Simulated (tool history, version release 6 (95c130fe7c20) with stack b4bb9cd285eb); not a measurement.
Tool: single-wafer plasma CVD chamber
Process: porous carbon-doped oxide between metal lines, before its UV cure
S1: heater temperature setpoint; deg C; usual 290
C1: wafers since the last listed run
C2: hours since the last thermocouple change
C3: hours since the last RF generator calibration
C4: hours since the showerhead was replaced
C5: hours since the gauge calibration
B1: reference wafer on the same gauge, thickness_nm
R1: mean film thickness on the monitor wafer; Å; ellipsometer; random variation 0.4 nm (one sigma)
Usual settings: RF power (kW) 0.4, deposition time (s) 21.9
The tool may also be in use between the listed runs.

Run 1, hour 0: usual settings; C1 0; C2 1010.9; C3 2071.5; C4 6388.6; C5 291.1; B1 106.182. Result: R1 1044.07 Å.
Run 2, hour 49.7: usual settings; C1 924; C2 1060.6; C3 2121.2; C4 6438.3; C5 340.8; B1 106.318. Result: R1 1043.23 Å.
Run 3, hour 62.5: usual settings; C1 238; C2 1073.4; C3 2134; C4 6451.1; C5 353.6; B1 106.259. Result: R1 1048.85 Å.
Run 4, hour 79.3: usual settings; C1 312; C2 1090.2; C3 2150.8; C4 6467.9; C5 370.4; B1 106.561. Result: R1 1046.94 Å.
Run 5, hour 91.5: usual settings; C1 226; C2 1102.4; C3 2163; C4 6480.1; C5 382.6; B1 106.7. Result: R1 1044.79 Å.
Run 6, hour 121: usual settings; C1 548; C2 1131.9; C3 2192.5; C4 6509.6; C5 412.1; B1 106.738. Result: R1 1044.93 Å.
At hour 150.8: thermocouple changed; heater temperature recalibrated.
Run 7, hour 154.8: usual settings; C1 479; C2 4; C3 2226.3; C4 6543.4; C5 445.9; B1 107.056. Result: R1 1052.37 Å.
Run 8, hour 178.8: usual settings but RF power (kW) 0.325, deposition time (s) 24.4; C1 446; C2 28; C3 2250.3; C4 6567.4; C5 469.9; B1 106.828. Result: R1 1008.55 Å.
Run 9, hour 209.8: usual settings but RF power (kW) 0.445, deposition time (s) 17.6; C1 576; C2 59; C3 2281.3; C4 6598.4; C5 500.9; B1 107.005. Result: R1 917.67 Å.
At hour 220.2: gauge calibrated.
Run 10, hour 223.8: usual settings; C1 260; C2 73; C3 2295.3; C4 6612.4; C5 3.6; B1 104.916. Result: R1 1029.02 Å.
At hour 270: showerhead replaced.
Run 11, hour 270.5: usual settings; C1 719; C2 119.7; C3 2342; C4 0.5; C5 50.3; B1 104.993. Result: R1 1028.11 Å.

Run 12 comes next. What will it give?
Run 12, hour 281: usual settings but S1 277 deg C, RF power (kW) 0.42, deposition time (s) 18.6; C1 195; C2 130.2; C3 2352.5; C4 11; C5 60.8; B1 ?. Result: R1 ?.

B1: 105.114
R1: 996.08 Å
Without the tool's hidden state the same run would have given R1 995.11 Å.
